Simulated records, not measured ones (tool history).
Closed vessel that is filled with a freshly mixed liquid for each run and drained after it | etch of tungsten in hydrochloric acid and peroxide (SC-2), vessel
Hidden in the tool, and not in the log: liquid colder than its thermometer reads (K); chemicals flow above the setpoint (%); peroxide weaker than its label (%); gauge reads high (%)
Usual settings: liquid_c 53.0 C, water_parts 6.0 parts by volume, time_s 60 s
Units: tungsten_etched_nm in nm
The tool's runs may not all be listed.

| run | hour | liquid_c | water_parts | time_s | wafers since the last listed run | hours since the thermometer was replaced | hours since the chemicals flow meter was replaced | hours since the drum of peroxide was connected | hours since the gauge calibration | read-back film thickness of the tungsten reference wafer, read on the same gauge (nm) | tungsten_etched_nm |
|---|---|---|---|---|---|---|---|---|---|---|---|
| 1 | 0.0 | 53.0 | 6.0 | 35 | 0 | 760.6 | 585.7 | 960.0 | 757.4 | 30.01 | 9.87 |
| 2 | 70.2 | 53.0 | 6.0 | 35 | 7284 | 830.8 | 655.9 | 1030.2 | 827.6 | 30.00 | 9.78 |
| 3 | 164.9 | 61.0 | 6.0 | 60 | 9827 | 925.5 | 750.6 | 1124.9 | 922.3 | 30.03 | 28.10 |
|  | 205.0 | chemicals flow meter replaced |
| 4 | 215.4 | 61.0 | 6.0 | 60 | 5136 | 976.0 | 10.4 | 1175.4 | 972.8 | 30.02 | 27.88 |
| 5 | 254.6 | 55.5 | 8.5 | 60 | 4067 | 1015.2 | 49.6 | 1214.6 | 1012.0 | 29.99 | 14.75 |
| 6 | 357.5 | 55.5 | 8.5 | 60 | 10677 | 1118.1 | 152.5 | 1317.5 | 1114.9 | 29.99 | 14.66 |
|  | 473.7 | thermometer replaced |
| 7 | 497.9 | 44.0 | 6.0 | 90 | 14465 | 24.2 | 292.9 | 1457.9 | 1255.3 | 30.00 | 15.09 |
| 8 | 546.9 | 49.0 | 5.0 | 75 | 5084 | 73.2 | 341.9 | 1506.9 | 1304.3 | 29.99 | 20.00 |
| 9 | 613.9 | 53.0 | 6.0 | 60 | 6952 | 140.2 | 408.9 | 1573.9 | 1371.3 | 29.99 | 18.17 |
|  | 658.4 | new drum of peroxide connected |
| 10 | 718.0 | 53.0 | 6.0 | 60 | 10698 | 244.3 | 513.0 | 59.6 | 1475.4 | 29.97 | 18.16 |
| 11 | 810.4 | 59.0 | 7.0 | 60 | 9588 | 336.7 | 605.4 | 152.0 | 1567.8 | 29.99 | 23.18 |
| 12 | 911.0 | 57.5 | 4.0 | 50 | 10439 | 437.3 | 706.0 | 252.6 | 1668.4 | 30.01 | 26.35 |
| 13 | 952.9 | 56.5 | 8.0 | 60 | 4347 | 479.2 | 747.9 | 294.5 | 1710.3 | 29.98 | 17.54 |
| 14 | 1059.6 | 62.5 | 4.0 | 90 | 11072 | 585.9 | 854.6 | 401.2 | 1817.0 | 29.99 | 64.91 |
|  | 1068.8 | chemicals flow meter replaced |
| 15 | 1107.2 | 53.0 | 6.0 | 60 | 4835 | 633.5 | 38.4 | 448.8 | 1864.6 | 30.02 | 16.99 |
| 16 | 1168.2 | 53.0 | 6.0 | 75 | 6329 | 694.5 | 99.4 | 509.8 | 1925.6 | 30.01 | 21.10 |
| 17 | 1251.3 | 53.0 | 6.0 | 60 | 8623 | 777.6 | 182.5 | 592.9 | 2008.7 | 29.98 | 17.02 |
| 18 | 1298.3 | 62.0 | 6.0 | 75 | 4877 | 824.6 | 229.5 | 639.9 | 2055.7 | 29.98 | 37.61 |
| 19 | 1374.6 | 50.0 | 5.0 | 50 | 7917 | 900.9 | 305.8 | 716.2 | 2132.0 | 30.00 | 13.25 |
| 20 | 1475.3 | 56.0 | 8.5 | 75 | 10449 | 1001.6 | 406.5 | 816.9 | 2232.7 | 30.00 | 19.75 |
|  | 1492.3 | gauge calibrated |
| 21 | 1582.0 | 53.0 | 4.0 | 35 | 11072 | 1108.3 | 513.2 | 923.6 | 89.7 | 30.00 | 13.05 |
| 22 | 1689.2 | 46.0 | 6.0 | 60 | 11124 | 1215.5 | 620.4 | 1030.8 | 196.9 | 30.01 | 10.26 |
| 23 | 1782.7 | 58.0 | 7.5 | 75 | 9702 | 1309.0 | 713.9 | 1124.3 | 290.4 | 30.01 | 23.75 |
|  | 1838.2 | chemicals flow meter replaced |
|  | 1839.9 | thermometer replaced |
| 24 | 1866.0 | 53.0 | 8.5 | 60 | 8436 | 26.1 | 27.8 | 1207.6 | 373.7 | 30.01 | 13.92 |
| 25 | 1916.3 | 43.0 | 6.0 | 50 | 5219 | 76.4 | 78.1 | 1257.9 | 424.0 | 29.97 | 7.66 |
| 26 | 2008.5 | 50.5 | 7.0 | 50 | 9567 | 168.6 | 170.3 | 1350.1 | 516.2 | 30.00 | 11.25 |
| 27 | 2115.9 | 53.0 | 6.0 | 60 | 11144 | 276.0 | 277.7 | 1457.5 | 623.6 | 30.02 | 17.57 |
| 28 | 2190.9 | 56.0 | 7.5 | 90 | 7782 | 351.0 | 352.7 | 1532.5 | 698.6 | 30.00 | 27.10 |
| 29 | 2277.9 | 53.0 | 4.0 | 60 | 9027 | 438.0 | 439.7 | 1619.5 | 785.6 | 30.00 | 23.37 |

5 ways to go on from here, each from the tool as it stands after run 29. What would each give?
| A | 2278.6 | 53.0 | 6.0 | 60 | 72 | 438.7 | 440.4 | 1620.2 | 786.3 | ? | ? |
| B | 2278.6 | 60.0 | 7.5 | 85 | 72 | 438.7 | 440.4 | 1620.2 | 786.3 | ? | ? |
| C | 2278.6 | 53.0 | 6.0 | 40 | 72 | 438.7 | 440.4 | 1620.2 | 786.3 | ? | ? |
| D | 2278.6 | 53.0 | 8.0 | 60 | 72 | 438.7 | 440.4 | 1620.2 | 786.3 | ? | ? |
| E | 2278.6 | 53.0 | 6.0 | 45 | 72 | 438.7 | 440.4 | 1620.2 | 786.3 | ? | ? |

| run | read-back film thickness of the tungsten reference wafer, read on the same gauge (nm) | tungsten_etched_nm |
|---|---|---|
| A | 29.97 | 17.40 |
| B | 29.97 | 32.57 |
| C | 29.97 | 11.60 |
| D | 29.97 | 13.92 |
| E | 29.97 | 13.05 |
Without the tool's hidden state the same runs would have given:
| run | tungsten_etched_nm |
|---|---|
| A | 18.32 |
| B | 34.23 |
| C | 12.21 |
| D | 14.66 |
| E | 13.74 |
